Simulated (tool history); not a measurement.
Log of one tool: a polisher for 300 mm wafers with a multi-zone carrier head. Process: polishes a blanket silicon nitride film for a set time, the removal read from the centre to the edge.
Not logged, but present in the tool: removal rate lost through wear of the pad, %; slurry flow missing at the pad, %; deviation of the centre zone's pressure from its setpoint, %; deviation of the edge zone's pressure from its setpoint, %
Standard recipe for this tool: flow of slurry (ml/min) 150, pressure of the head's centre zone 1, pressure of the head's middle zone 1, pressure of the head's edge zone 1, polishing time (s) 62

run	hour	flow of slurry (ml/min)	pressure of the head's centre zone	pressure of the head's middle zone	pressure of the head's edge zone	polishing time (s)	wafers since the last listed run	wafers polished on this pad	hours since the slurry nozzle was cleaned	hours since the centre zone pressure was calibrated	hours since the edge zone pressure was calibrated	hours since the carrier head's membrane was replaced	incoming thickness of the incoming film, nm	film removed at the wafer's centre (nm)	film removed at mid-radius (nm)	film removed at the wafer's edge (nm)
1	0	150	1	1	1	62	0	1795	12.9	256.8	315.7	734.6	567.5	126.6	127.8	122.1
2	85.1	150	1.04	1	1	62	465	2261	98	341.9	400.8	819.7	579.9	129.2	129.7	127
3	184.3	150	1	1	1	50	542	2804	197.2	441.1	500	918.9	579.3	103.4	102.7	102.2
# hour 262.7: worn pad replaced by a new one
4	273.9	150	1.03	1	1	55	468	61	286.8	530.7	589.6	1008.5	574	116.5	112.8	110.9
5	378.5	180	1.1	1	1.06	40	572	633	391.4	635.3	694.2	1113.1	578.3	94.3	86.2	85.2
# hour 420.9: centre zone pressure recalibrated
6	431.8	150	1.08	1	0.91	78	280	914	444.7	10.9	747.5	1166.4	592.2	169.2	163.4	150.9
7	468.2	150	1	1	1	62	199	1113	481.1	47.3	783.9	1202.8	578.6	124.8	129.3	123.7
8	572	150	1	0.93	1	62	568	1681	584.9	151.1	887.7	1306.6	577	125.3	120.8	125.8
# hour 619.4: slurry nozzle cleaned
9	644.9	150	0.9	0.93	1	77	393	2075	25.5	224	960.6	1379.5	581.1	138.2	150.6	155.2
10	741.4	150	1	1.08	1.09	62	528	2603	122	320.5	1057.1	1476	583.8	125.2	138.6	129.7
11	784.9	150	1	1	1	62	238	2841	165.5	364	1100.6	1519.5	575.9	125.4	127.9	121.4
12	842.8	130	1.05	1.08	1.1	62	316	3158	223.4	421.9	1158.5	1577.4	587.8	126.4	133	128.8
# hour 891: worn pad replaced by a new one
13	927.4	150	1.06	1.08	1	62	441	198	308	506.5	1243.1	1662	581.5	131.3	138	126.5
# hour 1024.3: carrier head's membrane replaced by a new one
14	1027	150	1	1	0.9	62	517	716	407.6	606.1	1342.7	2.7	575.3	128.6	129.8	119.6
15	1118.6	150	1	1	1	70	501	1218	499.2	697.7	1434.3	94.3	585.3	146.3	144.7	138.1
# hour 1133.7: edge zone pressure recalibrated
# hour 1155: centre zone pressure recalibrated
# hour 1170.7: slurry nozzle cleaned
16	1217.2	150	1	1	1	62	512	1730	46.5	62.2	83.5	192.9	581.3	123.1	129.2	125.3
17	1296.1	150	0.95	0.97	1	48	431	2162	125.4	141.1	162.4	271.8	581.7	93.3	97.6	94.4
18	1370.5	170	1	1	1	75	407	2569	199.8	215.5	236.8	346.2	572.6	152.3	160.5	153.3
19	1443.4	150	1	1	1	56	398	2968	272.7	288.4	309.7	419.1	586.9	113.1	116.5	110.2
# hour 1507.8: worn pad replaced by a new one
20	1534.9	150	1	1	0.9	62	478	148	364.2	379.9	401.2	510.6	584.6	128.5	130.1	119.5
21	1631.5	165	1	0.91	1.03	73	528	676	460.8	476.5	497.8	607.2	579.8	154.1	143.2	146.3
22	1711.5	150	0.96	1	1	62	437	1114	540.8	556.5	577.8	687.2	575.8	123.3	129.5	124

For each run, what was the tool's unlogged condition?
removal rate lost through wear of the pad, %: 0 across all the runs
slurry flow missing at the pad, %: 0 across all the runs
deviation of the edge zone's pressure from its setpoint, %: 0 across all the runs
H1: deviation of the centre zone's pressure from its setpoint, %
run	H1
1	1.39
2	1.9
3	2.66
4	3.52
5	4.73
6	0.318
7	0.338
8	0.542
9	0.811
10	1.33
11	1.62
12	2.07
13	2.85
14	3.94
15	5.12
16	0.613
17	0.771
18	1.03
19	1.4
20	2
21	2.81
22	3.63
